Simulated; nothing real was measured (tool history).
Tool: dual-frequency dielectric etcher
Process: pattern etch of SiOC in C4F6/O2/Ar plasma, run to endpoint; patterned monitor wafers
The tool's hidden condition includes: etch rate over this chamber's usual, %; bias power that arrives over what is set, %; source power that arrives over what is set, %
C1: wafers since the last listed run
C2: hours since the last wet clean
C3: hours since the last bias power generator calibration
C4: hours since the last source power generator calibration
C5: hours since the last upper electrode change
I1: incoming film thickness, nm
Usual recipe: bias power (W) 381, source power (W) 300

{"run": 1, "hour": 0.0, "bias power (W)": 381, "source power (W)": 300, "C1": 0, "C2": 176.1, "C3": 1773.6, "C4": 1578.4, "C5": 1511.7, "I1": 46.47, "endpoint time (s)": 17.5}
{"run": 2, "hour": 44.7, "bias power (W)": 381, "source power (W)": 300, "C1": 1072, "C2": 220.8, "C3": 1818.3, "C4": 1623.1, "C5": 1556.4, "I1": 46.61, "endpoint time (s)": 17.5}
{"hour": 250.0, "done": "bias power generator calibrated"}
{"run": 3, "hour": 276.1, "bias power (W)": 381, "source power (W)": 300, "C1": 5456, "C2": 452.2, "C3": 26.1, "C4": 1854.5, "C5": 1787.8, "I1": 46.48, "endpoint time (s)": 16.9}
{"run": 4, "hour": 380.3, "bias power (W)": 381, "source power (W)": 250, "C1": 2500, "C2": 556.4, "C3": 130.3, "C4": 1958.7, "C5": 1892, "I1": 46.54, "endpoint time (s)": 17.7}
{"hour": 472.9, "done": "wet clean of the chamber"}
{"run": 5, "hour": 473.4, "bias power (W)": 334, "source power (W)": 300, "C1": 1658, "C2": 0.5, "C3": 223.4, "C4": 2051.8, "C5": 1985.1, "I1": 47.13, "endpoint time (s)": 18.8}
{"run": 6, "hour": 506.7, "bias power (W)": 381, "source power (W)": 260, "C1": 799, "C2": 33.8, "C3": 256.7, "C4": 2085.1, "C5": 2018.4, "I1": 46.66, "endpoint time (s)": 18.2}
{"run": 7, "hour": 606.0, "bias power (W)": 381, "source power (W)": 260, "C1": 2382, "C2": 133.1, "C3": 356, "C4": 2184.4, "C5": 2117.7, "I1": 46.11, "endpoint time (s)": 18}
{"run": 8, "hour": 646.4, "bias power (W)": 381, "source power (W)": 300, "C1": 969, "C2": 173.5, "C3": 396.4, "C4": 2224.8, "C5": 2158.1, "I1": 46.19, "endpoint time (s)": 17.2}
{"hour": 726.8, "done": "upper electrode replaced"}
{"run": 9, "hour": 727.3, "bias power (W)": 381, "source power (W)": 300, "C1": 1365, "C2": 254.4, "C3": 477.3, "C4": 2305.7, "C5": 0.5, "I1": 46.39, "endpoint time (s)": 17}
{"run": 10, "hour": 763.5, "bias power (W)": 381, "source power (W)": 300, "C1": 868, "C2": 290.6, "C3": 513.5, "C4": 2341.9, "C5": 36.7, "I1": 46.46, "endpoint time (s)": 17.1}
{"run": 11, "hour": 801.0, "bias power (W)": 381, "source power (W)": 350, "C1": 899, "C2": 328.1, "C3": 551, "C4": 2379.4, "C5": 74.2, "I1": 46.09, "endpoint time (s)": 16.2}
{"run": 12, "hour": 869.4, "bias power (W)": 381, "source power (W)": 300, "C1": 1641, "C2": 396.5, "C3": 619.4, "C4": 2447.8, "C5": 142.6, "I1": 46.51, "endpoint time (s)": 17}
{"run": 13, "hour": 928.7, "bias power (W)": 381, "source power (W)": 300, "C1": 1422, "C2": 455.8, "C3": 678.7, "C4": 2507.1, "C5": 201.9, "I1": 46, "endpoint time (s)": 16.8}
{"run": 14, "hour": 977.7, "bias power (W)": 381, "source power (W)": 300, "C1": 1175, "C2": 504.8, "C3": 727.7, "C4": 2556.1, "C5": 250.9, "I1": 46.31, "endpoint time (s)": 16.7}
{"hour": 1034.9, "done": "wet clean of the chamber"}
{"run": 15, "hour": 1044.0, "bias power (W)": 381, "source power (W)": 300, "C1": 1015, "C2": 9.1, "C3": 794, "C4": 2622.4, "C5": 317.2, "I1": 46.15, "endpoint time (s)": 17.6}
{"run": 16, "hour": 1095.6, "bias power (W)": 381, "source power (W)": 300, "C1": 1238, "C2": 60.7, "C3": 845.6, "C4": 2674, "C5": 368.8, "I1": 46.9, "endpoint time (s)": 17.7}
{"run": 17, "hour": 1188.4, "bias power (W)": 381, "source power (W)": 300, "C1": 2226, "C2": 153.5, "C3": 938.4, "C4": 2766.8, "C5": 461.6, "I1": 47.11, "endpoint time (s)": 17.9}
{"run": 18, "hour": 1288.3, "bias power (W)": 460, "source power (W)": 340, "C1": 2397, "C2": 253.4, "C3": 1038.3, "C4": 2866.7, "C5": 561.5, "I1": 46.38, "endpoint time (s)": 15.3}
{"run": 19, "hour": 1346.0, "bias power (W)": 381, "source power (W)": 300, "C1": 1384, "C2": 311.1, "C3": 1096, "C4": 2924.4, "C5": 619.2, "I1": 46, "endpoint time (s)": 17.1}
{"run": 20, "hour": 1429.0, "bias power (W)": 381, "source power (W)": 300, "C1": 1991, "C2": 394.1, "C3": 1179, "C4": 3007.4, "C5": 702.2, "I1": 46.77, "endpoint time (s)": 17.3}
{"run": 21, "hour": 1517.8, "bias power (W)": 471, "source power (W)": 220, "C1": 2130, "C2": 482.9, "C3": 1267.8, "C4": 3096.2, "C5": 791, "I1": 46.5, "endpoint time (s)": 17}
{"hour": 1605.8, "done": "wet clean of the chamber"}
{"run": 22, "hour": 1606.3, "bias power (W)": 381, "source power (W)": 300, "C1": 1547, "C2": 0.5, "C3": 1356.3, "C4": 3184.7, "C5": 879.5, "I1": 46.31, "endpoint time (s)": 17.6}
{"run": 23, "hour": 1635.9, "bias power (W)": 381, "source power (W)": 370, "C1": 710, "C2": 30.1, "C3": 1385.9, "C4": 3214.3, "C5": 909.1, "I1": 46.52, "endpoint time (s)": 16.5}
{"run": 24, "hour": 1706.2, "bias power (W)": 431, "source power (W)": 300, "C1": 1686, "C2": 100.4, "C3": 1456.2, "C4": 3284.6, "C5": 979.4, "I1": 46.6, "endpoint time (s)": 16.7}
{"run": 25, "hour": 1746.1, "bias power (W)": 307, "source power (W)": 270, "C1": 957, "C2": 140.3, "C3": 1496.1, "C4": 3324.5, "C5": 1019.3, "I1": 46.24, "endpoint time (s)": 19.9}
{"hour": 1814.5, "done": "source power generator calibrated"}
{"run": 26, "hour": 1853.8, "bias power (W)": 353, "source power (W)": 260, "C1": 2488, "C2": 248, "C3": 1603.8, "C4": 39.3, "C5": 1127, "I1": 47.01, "endpoint time (s)": 18.9}
{"hour": 1901.0, "done": "bias power generator calibrated"}
{"run": 27, "hour": 1942.4, "bias power (W)": 381, "source power (W)": 300, "C1": 2030, "C2": 336.6, "C3": 41.4, "C4": 127.9, "C5": 1215.6, "I1": 46.99, "endpoint time (s)": 17.3}
{"run": 28, "hour": 2016.8, "bias power (W)": 353, "source power (W)": 340, "C1": 1785, "C2": 411, "C3": 115.8, "C4": 202.3, "C5": 1290, "I1": 46.43, "endpoint time (s)": 17.1}
{"run": 29, "hour": 2094.0, "bias power (W)": 381, "source power (W)": 300, "C1": 1852, "C2": 488.2, "C3": 193, "C4": 279.5, "C5": 1367.2, "I1": 46.35, "endpoint time (s)": 16.7}
{"hour": 2154.2, "done": "wet clean of the chamber"}
{"run": 30, "hour": 2184.3, "bias power (W)": 341, "source power (W)": 330, "C1": 1590, "C2": 30.1, "C3": 283.3, "C4": 369.8, "C5": 1457.5, "I1": 46.17, "endpoint time (s)": 18.3}
{"run": 31, "hour": 2253.3, "bias power (W)": 471, "source power (W)": 220, "C1": 1655, "C2": 99.1, "C3": 352.3, "C4": 438.8, "C5": 1526.5, "I1": 47, "endpoint time (s)": 17.6}
{"run": 32, "hour": 2317.5, "bias power (W)": 351, "source power (W)": 360, "C1": 1540, "C2": 163.3, "C3": 416.5, "C4": 503, "C5": 1590.7, "I1": 46.82, "endpoint time (s)": 17.4}
{"run": 33, "hour": 2405.6, "bias power (W)": 334, "source power (W)": 270, "C1": 2114, "C2": 251.4, "C3": 504.6, "C4": 591.1, "C5": 1678.8, "I1": 46.63, "endpoint time (s)": 19.3}

Below are 5 alternative next runs, each starting from the tool's condition after run 33. Predict each:
{"run": "A", "hour": 2406.0, "bias power (W)": 414, "source power (W)": 300, "C1": 9, "C2": 251.8, "C3": 505, "C4": 591.5, "C5": 1679.2, "I1": 46.52, "endpoint time (s)": "?"}
{"run": "B", "hour": 2406.0, "bias power (W)": 421, "source power (W)": 250, "C1": 9, "C2": 251.8, "C3": 505, "C4": 591.5, "C5": 1679.2, "I1": 46.52, "endpoint time (s)": "?"}
{"run": "C", "hour": 2406.0, "bias power (W)": 420, "source power (W)": 330, "C1": 9, "C2": 251.8, "C3": 505, "C4": 591.5, "C5": 1679.2, "I1": 46.52, "endpoint time (s)": "?"}
{"run": "D", "hour": 2406.0, "bias power (W)": 323, "source power (W)": 300, "C1": 9, "C2": 251.8, "C3": 505, "C4": 591.5, "C5": 1679.2, "I1": 46.52, "endpoint time (s)": "?"}
{"run": "E", "hour": 2406.0, "bias power (W)": 353, "source power (W)": 300, "C1": 9, "C2": 251.8, "C3": 505, "C4": 591.5, "C5": 1679.2, "I1": 46.52, "endpoint time (s)": "?"}

run=A endpoint_time_(s)=16.7
run=B endpoint_time_(s)=17.5
run=C endpoint_time_(s)=16.1
run=D endpoint_time_(s)=18.8
run=E endpoint_time_(s)=18
Without the tool's hidden state the same runs would have given:
run=A endpoint_time_(s)=16.9
run=B endpoint_time_(s)=17.7
run=C endpoint_time_(s)=16.3
run=D endpoint_time_(s)=19
run=E endpoint_time_(s)=18.2
